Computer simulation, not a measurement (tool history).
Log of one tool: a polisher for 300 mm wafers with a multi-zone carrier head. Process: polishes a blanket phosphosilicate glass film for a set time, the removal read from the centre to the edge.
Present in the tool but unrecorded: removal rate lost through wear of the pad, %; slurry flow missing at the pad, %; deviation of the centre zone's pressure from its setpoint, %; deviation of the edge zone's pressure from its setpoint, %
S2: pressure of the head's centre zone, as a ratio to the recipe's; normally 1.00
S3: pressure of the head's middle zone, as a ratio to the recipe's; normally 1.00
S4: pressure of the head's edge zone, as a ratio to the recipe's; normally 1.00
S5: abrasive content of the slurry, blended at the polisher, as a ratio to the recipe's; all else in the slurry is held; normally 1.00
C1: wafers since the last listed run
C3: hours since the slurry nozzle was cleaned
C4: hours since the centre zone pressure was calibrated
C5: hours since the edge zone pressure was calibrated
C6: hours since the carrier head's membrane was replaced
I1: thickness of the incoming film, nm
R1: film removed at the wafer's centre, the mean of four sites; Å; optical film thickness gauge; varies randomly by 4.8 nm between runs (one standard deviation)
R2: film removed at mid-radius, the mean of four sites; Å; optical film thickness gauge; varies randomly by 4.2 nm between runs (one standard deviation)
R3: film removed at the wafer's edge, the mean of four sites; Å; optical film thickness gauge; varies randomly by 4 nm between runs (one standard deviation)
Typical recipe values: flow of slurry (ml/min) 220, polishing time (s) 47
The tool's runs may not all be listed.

{"run": 1, "hour": 0.0, "flow of slurry (ml/min)": 220, "S2": 1.0, "S3": 1.0, "S4": 1.0, "S5": 1.0, "polishing time (s)": 47, "C1": 0, "wafers polished on this pad": 309, "C3": 122.4, "C4": 439.7, "C5": 713.0, "C6": 217.7, "I1": 2845.3, "R1": 3446, "R2": 3470, "R3": 3451}
{"run": 2, "hour": 66.4, "flow of slurry (ml/min)": 220, "S2": 1.0, "S3": 1.0, "S4": 1.0, "S5": 1.0, "polishing time (s)": 47, "C1": 1052, "wafers polished on this pad": 1361, "C3": 188.8, "C4": 506.1, "C5": 779.4, "C6": 284.1, "I1": 2874.0, "R1": 3368, "R2": 3398, "R3": 3320}
{"run": 3, "hour": 114.7, "flow of slurry (ml/min)": 220, "S2": 1.0, "S3": 1.0, "S4": 1.0, "S5": 1.0, "polishing time (s)": 47, "C1": 765, "wafers polished on this pad": 2126, "C3": 237.1, "C4": 554.4, "C5": 827.7, "C6": 332.4, "I1": 2823.0, "R1": 3446, "R2": 3450, "R3": 3315}
{"run": 4, "hour": 158.8, "flow of slurry (ml/min)": 220, "S2": 1.0, "S3": 1.0, "S4": 1.0, "S5": 1.0, "polishing time (s)": 47, "C1": 698, "wafers polished on this pad": 2825, "C3": 281.2, "C4": 598.5, "C5": 871.8, "C6": 376.5, "I1": 2817.0, "R1": 3391, "R2": 3372, "R3": 3323}
{"hour": 179.0, "done": "worn pad replaced by a new one"}
{"run": 5, "hour": 201.2, "flow of slurry (ml/min)": 220, "S2": 1.0, "S3": 1.0, "S4": 1.0, "S5": 1.0, "polishing time (s)": 47, "C1": 608, "wafers polished on this pad": 352, "C3": 323.6, "C4": 640.9, "C5": 914.2, "C6": 418.9, "I1": 2802.7, "R1": 3399, "R2": 3457, "R3": 3366}
{"run": 6, "hour": 241.3, "flow of slurry (ml/min)": 220, "S2": 1.0, "S3": 1.0, "S4": 1.0, "S5": 1.0, "polishing time (s)": 47, "C1": 635, "wafers polished on this pad": 987, "C3": 363.7, "C4": 681.0, "C5": 954.3, "C6": 459.0, "I1": 2840.2, "R1": 3334, "R2": 3374, "R3": 3340}
{"run": 7, "hour": 310.9, "flow of slurry (ml/min)": 220, "S2": 1.0, "S3": 1.0, "S4": 1.0, "S5": 1.0, "polishing time (s)": 47, "C1": 1102, "wafers polished on this pad": 2090, "C3": 433.3, "C4": 750.6, "C5": 1023.9, "C6": 528.6, "I1": 2797.4, "R1": 3432, "R2": 3340, "R3": 3278}
{"hour": 369.6, "done": "worn pad replaced by a new one"}
{"run": 8, "hour": 407.4, "flow of slurry (ml/min)": 220, "S2": 1.0, "S3": 1.0, "S4": 1.1, "S5": 0.75, "polishing time (s)": 47, "C1": 1465, "wafers polished on this pad": 598, "C3": 529.8, "C4": 847.1, "C5": 1120.4, "C6": 625.1, "I1": 2842.8, "R1": 2683, "R2": 2650, "R3": 2805}
{"hour": 526.2, "done": "edge zone pressure recalibrated"}
{"hour": 530.0, "done": "carrier head's membrane replaced by a new one"}
{"hour": 549.7, "done": "slurry nozzle cleaned"}
{"hour": 575.7, "done": "worn pad replaced by a new one"}
{"run": 9, "hour": 646.0, "flow of slurry (ml/min)": 220, "S2": 1.0, "S3": 1.0, "S4": 1.05, "S5": 1.0, "polishing time (s)": 47, "C1": 3609, "wafers polished on this pad": 1113, "C3": 96.3, "C4": 1085.7, "C5": 119.8, "C6": 116.0, "I1": 2819.7, "R1": 3532, "R2": 3445, "R3": 3456}
{"hour": 658.5, "done": "centre zone pressure recalibrated"}
{"run": 10, "hour": 746.7, "flow of slurry (ml/min)": 280, "S2": 1.09, "S3": 1.0, "S4": 1.03, "S5": 1.0, "polishing time (s)": 47, "C1": 1563, "wafers polished on this pad": 2677, "C3": 197.0, "C4": 88.2, "C5": 220.5, "C6": 216.7, "I1": 2799.2, "R1": 3853, "R2": 3586, "R3": 3467}
{"hour": 782.6, "done": "worn pad replaced by a new one"}
{"run": 11, "hour": 845.8, "flow of slurry (ml/min)": 220, "S2": 1.0, "S3": 1.0, "S4": 1.0, "S5": 1.0, "polishing time (s)": 47, "C1": 1506, "wafers polished on this pad": 1001, "C3": 296.1, "C4": 187.3, "C5": 319.6, "C6": 315.8, "I1": 2822.9, "R1": 3424, "R2": 3449, "R3": 3398}
{"run": 12, "hour": 918.3, "flow of slurry (ml/min)": 280, "S2": 1.09, "S3": 1.0, "S4": 1.03, "S5": 1.0, "polishing time (s)": 47, "C1": 1148, "wafers polished on this pad": 2149, "C3": 368.6, "C4": 259.8, "C5": 392.1, "C6": 388.3, "I1": 2844.7, "R1": 3836, "R2": 3587, "R3": 3538}
{"hour": 998.2, "done": "worn pad replaced by a new one"}
{"run": 13, "hour": 1016.2, "flow of slurry (ml/min)": 220, "S2": 1.0, "S3": 1.0, "S4": 1.07, "S5": 1.0, "polishing time (s)": 56, "C1": 1487, "wafers polished on this pad": 285, "C3": 466.5, "C4": 357.7, "C5": 490.0, "C6": 486.2, "I1": 2860.6, "R1": 4150, "R2": 4019, "R3": 4093}
{"run": 14, "hour": 1054.8, "flow of slurry (ml/min)": 220, "S2": 1.0, "S3": 1.0, "S4": 1.0, "S5": 1.0, "polishing time (s)": 47, "C1": 611, "wafers polished on this pad": 897, "C3": 505.1, "C4": 396.3, "C5": 528.6, "C6": 524.8, "I1": 2882.8, "R1": 3378, "R2": 3308, "R3": 3285}

For each entry between runs, how does the tool's hidden state at the last listed run before it compare with that at the first listed run after it?
After run 4, before run 5: worn pad replaced by a new one (hour 179.0)
  slurry flow missing at the pad, %: 10.6 -> 12.4
  measured less the result without the state, R1: -66 -> -80 Å; R2: -59 -> -73 Å; R3: -43 -> -53 Å
After run 7, before run 8: worn pad replaced by a new one (hour 369.6)
  slurry flow missing at the pad, %: 18.4 -> 25.1
  measured less the result without the state, R1: -131 -> -155 Å; R2: -114 -> -136 Å; R3: -82 -> -106 Å
After run 8, before run 9: edge zone pressure recalibrated (hour 526.2); carrier head's membrane replaced by a new one (hour 530.0); slurry nozzle cleaned (hour 549.7); worn pad replaced by a new one (hour 575.7)
  slurry flow missing at the pad, %: 25.1 -> 1.58
  measured less the result without the state, R1: -155 -> -9 Å; R2: -136 -> -8 Å; R3: -106 -> -6 Å
After run 9, before run 10: centre zone pressure recalibrated (hour 658.5)
  slurry flow missing at the pad, %: 1.58 -> 3.71
  measured less the result without the state, R1: -9 -> -19 Å; R2: -8 -> -16 Å; R3: -6 -> -12 Å
After run 10, before run 11: worn pad replaced by a new one (hour 782.6)
  slurry flow missing at the pad, %: 3.71 -> 7.24
  measured less the result without the state, R1: -19 -> -44 Å; R2: -16 -> -40 Å; R3: -12 -> -29 Å
After run 12, before run 13: worn pad replaced by a new one (hour 998.2)
  slurry flow missing at the pad, %: 10.7 -> 16.6
  measured less the result without the state, R1: -59 -> -139 Å; R2: -49 -> -120 Å; R3: -37 -> -90 Å
